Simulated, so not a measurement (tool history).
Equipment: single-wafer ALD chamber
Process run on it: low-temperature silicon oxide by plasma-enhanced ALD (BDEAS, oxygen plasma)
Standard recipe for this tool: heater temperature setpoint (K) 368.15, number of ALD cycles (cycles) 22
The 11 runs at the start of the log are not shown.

| run | hour | heater temperature setpoint (K) | number of ALD cycles (cycles) | read-back reference wafer on the same gauge, thickness_nm | mean film thickness on the monitor wafer (nm) |
|---|---|---|---|---|---|
| 12 | 114.3 | 368.15 | 22 | 3.150 | 3.061 |
| 13 | 126.0 | 368.15 | 22 | 3.142 | 3.051 |
| 14 | 141.2 | 368.15 | 22 | 3.142 | 3.052 |
| 15 | 158.2 | 368.15 | 22 | 3.135 | 3.055 |
| 16 | 165.7 | 368.15 | 22 | 3.139 | 3.051 |
| 17 | 175.7 | 377.15 | 22 | 3.136 | 2.959 |
|  | 181.8 | gauge calibrated |
| 18 | 185.3 | 377.15 | 22 | 3.189 | 3.025 |
| 19 | 203.2 | 368.15 | 22 | 3.185 | 3.088 |
| 20 | 211.9 | 368.15 | 22 | 3.186 | 3.105 |
| 21 | 257.1 | 357.15 | 19 | 3.184 | 2.773 |
| 22 | 282.2 | 368.15 | 22 | 3.181 | 3.090 |
| 23 | 299.0 | 382.15 | 20 | 3.183 | 2.727 |
| 24 | 307.8 | 359.15 | 18 | 3.182 | 2.620 |
| 25 | 318.3 | 368.15 | 26 | 3.181 | 3.648 |
|  | 327.5 | thermocouple changed; heater temperature recalibrated |
| 26 | 335.0 | 378.15 | 24 | 3.180 | 3.296 |
| 27 | 350.2 | 368.15 | 19 | 3.176 | 2.669 |
| 28 | 366.7 | 380.15 | 25 | 3.178 | 3.392 |
| 29 | 384.0 | 368.15 | 22 | 3.177 | 3.078 |
| 30 | 401.3 | 379.15 | 19 | 3.177 | 2.601 |
| 31 | 452.0 | 364.15 | 22 | 3.169 | 3.115 |
| 32 | 460.9 | 368.15 | 22 | 3.167 | 3.070 |
| 33 | 487.3 | 368.15 | 23 | 3.165 | 3.215 |

Run 34, settings as shown, results not yet in. Your forecast:
| 34 | 496.9 | 368.15 | 20 | ? | ? |

{"run 34": {"read-back reference wafer on the same gauge, thickness_nm": 3.164, "mean film thickness on the monitor wafer (nm)": 2.801}}
Minus the tool's unlogged condition, the same run would have read mean film thickness on the monitor wafer (nm) 2.816.

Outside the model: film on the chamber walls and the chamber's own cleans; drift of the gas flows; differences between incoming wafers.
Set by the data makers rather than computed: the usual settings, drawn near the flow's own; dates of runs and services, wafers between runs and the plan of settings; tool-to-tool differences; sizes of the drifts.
